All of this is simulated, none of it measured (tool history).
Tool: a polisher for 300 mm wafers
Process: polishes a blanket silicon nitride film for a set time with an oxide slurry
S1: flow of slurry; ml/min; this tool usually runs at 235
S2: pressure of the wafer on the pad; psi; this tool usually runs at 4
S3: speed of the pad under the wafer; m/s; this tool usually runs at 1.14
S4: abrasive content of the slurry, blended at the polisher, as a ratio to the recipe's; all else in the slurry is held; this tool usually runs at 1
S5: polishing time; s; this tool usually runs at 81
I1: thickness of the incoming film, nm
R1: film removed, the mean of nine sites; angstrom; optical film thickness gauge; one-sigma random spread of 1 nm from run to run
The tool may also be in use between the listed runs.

{"run": 1, "day": 0.0, "S1": 235, "S2": 4, "S3": 1.14, "S4": 1, "S5": 81, "I1": 297.6, "R1": 688}
{"run": 2, "day": 1.042, "S1": 235, "S2": 4, "S3": 1.14, "S4": 1, "S5": 81, "I1": 300, "R1": 678}
{"run": 3, "day": 1.679, "S1": 235, "S2": 4, "S3": 1.14, "S4": 1, "S5": 81, "I1": 300, "R1": 678}
{"run": 4, "day": 2.396, "S1": 235, "S2": 4, "S3": 1.14, "S4": 1, "S5": 81, "I1": 293.3, "R1": 669}
{"run": 5, "day": 3.2, "S1": 235, "S2": 4, "S3": 1.14, "S4": 1, "S5": 81, "I1": 299.4, "R1": 674}
{"run": 6, "day": 4.567, "S1": 235, "S2": 4, "S3": 1.14, "S4": 1, "S5": 81, "I1": 295.5, "R1": 664}
{"day": 5.35, "done": "worn pad replaced by a new one"}
{"run": 7, "day": 5.371, "S1": 235, "S2": 4, "S3": 1.14, "S4": 1, "S5": 81, "I1": 301.3, "R1": 651}
{"run": 8, "day": 5.912, "S1": 235, "S2": 4.5, "S3": 1.14, "S4": 1, "S5": 81, "I1": 296.5, "R1": 723}
{"run": 9, "day": 7.029, "S1": 235, "S2": 4, "S3": 1.14, "S4": 1, "S5": 81, "I1": 296.2, "R1": 659}
{"run": 10, "day": 7.888, "S1": 235, "S2": 4, "S3": 1.14, "S4": 1, "S5": 81, "I1": 301.4, "R1": 655}
{"day": 9.033, "done": "slurry blender recalibrated"}
{"day": 10.767, "done": "worn pad replaced by a new one"}
{"run": 11, "day": 11.333, "S1": 235, "S2": 4, "S3": 1.14, "S4": 1, "S5": 81, "I1": 303.9, "R1": 636}
{"run": 12, "day": 11.858, "S1": 235, "S2": 4, "S3": 1.14, "S4": 1, "S5": 81, "I1": 305.4, "R1": 629}
{"run": 13, "day": 12.558, "S1": 235, "S2": 4, "S3": 1.14, "S4": 1, "S5": 81, "I1": 303.1, "R1": 635}
{"run": 14, "day": 13.771, "S1": 235, "S2": 5, "S3": 1.02, "S4": 1, "S5": 81, "I1": 294.5, "R1": 724}
{"day": 14.158, "done": "slurry nozzle cleaned"}
{"run": 15, "day": 14.467, "S1": 235, "S2": 4, "S3": 1.14, "S4": 1, "S5": 81, "I1": 303.2, "R1": 620}
{"run": 16, "day": 15.65, "S1": 175, "S2": 4, "S3": 0.96, "S4": 1, "S5": 81, "I1": 304.7, "R1": 545}
{"day": 16.596, "done": "worn pad replaced by a new one"}
{"run": 17, "day": 16.942, "S1": 235, "S2": 4.6, "S3": 1.14, "S4": 1, "S5": 81, "I1": 300.2, "R1": 717}
{"run": 18, "day": 17.788, "S1": 235, "S2": 3.2, "S3": 1.4, "S4": 0.9, "S5": 93, "I1": 301.5, "R1": 592}

Run 19 has not been measured yet. What should we expect?
{"day": 18.879, "done": "head pressure recalibrated"}
{"run": 19, "day": 18.9, "S1": 200, "S2": 4.7, "S3": 1.14, "S4": 0.75, "S5": 60, "I1": 300.1, "R1": "?"}

Run 19 produced R1 438 angstrom.
On a tool with no hidden condition, and with the same random variation, this run would have come out at R1 505 angstrom.
